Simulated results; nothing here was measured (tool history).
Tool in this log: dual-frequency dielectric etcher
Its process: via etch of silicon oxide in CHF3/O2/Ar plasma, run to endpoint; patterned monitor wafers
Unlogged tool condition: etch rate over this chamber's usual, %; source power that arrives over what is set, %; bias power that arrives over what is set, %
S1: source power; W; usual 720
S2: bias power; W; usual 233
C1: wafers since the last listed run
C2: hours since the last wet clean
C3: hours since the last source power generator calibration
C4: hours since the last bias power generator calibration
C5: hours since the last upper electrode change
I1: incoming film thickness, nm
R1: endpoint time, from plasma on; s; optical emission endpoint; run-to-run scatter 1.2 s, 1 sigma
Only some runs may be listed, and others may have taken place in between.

run,day,S1,S2,C1,C2,C3,C4,C5,I1,R1
1,0,720,233,0,122.6,2690.9,4217.1,2412.5,640.1,271.4
2,0.333,720,233,43,130.6,2698.9,4225.1,2420.5,643.7,275.1
3,0.888,720,233,71,143.9,2712.2,4238.4,2433.8,639.3,272.2
4,1.429,720,233,70,156.9,2725.2,4251.4,2446.8,641.1,270.7
5,2.121,720,233,89,173.5,2741.8,4268,2463.4,643.7,272.4
6,2.833,720,233,92,190.6,2758.9,4285.1,2480.5,640.2,273.3
7,3.508,720,233,87,206.8,2775.1,4301.3,2496.7,634.3,269
8,5.708,720,233,284,259.6,2827.9,4354.1,2549.5,642.4,272.3
9,6.383,720,233,87,275.8,2844.1,4370.3,2565.7,633,269.2
10,7.096,720,199,92,292.9,2861.2,4387.4,2582.8,637.6,285
11,7.75,720,199,84,308.6,2876.9,4403.1,2598.5,644.5,291
# day 8.008: bias power generator calibrated
12,8.396,720,233,62,324.1,2892.4,9.3,2614,647.2,276.9
13,8.975,720,233,75,338,2906.3,23.2,2627.9,636.5,274.8
14,9.375,720,233,51,347.6,2915.9,32.8,2637.5,643.5,280.1
15,10.083,720,233,91,364.6,2932.9,49.8,2654.5,646.2,278.2
16,10.754,880,177,86,380.7,2949,65.9,2670.6,639.7,276.5
# day 11.158: source power generator calibrated
# day 12.096: wet clean of the chamber
# day 12.275: upper electrode replaced
17,12.296,870,233,33,4.8,27.3,102.9,0.5,644.4,252.6
18,12.317,790,281,2,5.3,27.8,103.4,1,637.5,245.6
19,12.333,720,233,2,5.7,28.2,103.8,1.4,637.4,268.2
20,12.408,560,177,9,7.5,30,105.6,3.2,648.5,330.6
21,12.833,720,233,55,17.7,40.2,115.8,13.4,643.7,270.7
22,13.433,780,233,77,32.1,54.6,130.2,27.8,638.9,263
23,14.067,720,253,82,47.3,69.8,145.4,43,636.2,263.4
24,14.625,770,184,72,60.7,83.2,158.8,56.4,639,284.4
25,14.892,870,233,34,67.1,89.6,165.2,62.8,642.5,253.3
26,15.454,580,208,72,80.6,103.1,178.7,76.3,640.7,303.7
27,16.1,720,233,83,96.1,118.6,194.2,91.8,642.7,273.7
28,16.454,720,233,45,104.6,127.1,202.7,100.3,632.6,270.1
29,16.967,720,196,66,116.9,139.4,215,112.6,645.5,289.5
30,17.454,600,276,63,128.6,151.1,226.7,124.3,635.2,273.7

Take each entry between the runs: how does the hidden state at the last listed run before it differ from the hidden state at the first listed run after it?
In the gap between runs 11 and 12: bias power generator calibrated (day 8.008)
  etch rate over this chamber's usual, %: -2.24 -> -2.35
  difference, measured minus the result without the unlogged condition, R1: +6.5 -> +6.5 s
In the gap between runs 16 and 17: source power generator calibrated (day 11.158); wet clean of the chamber (day 12.096); upper electrode replaced (day 12.275)
  etch rate over this chamber's usual, %: -2.76 -> -0.711
  difference, measured minus the result without the unlogged condition, R1: +7.6 -> +1.8 s
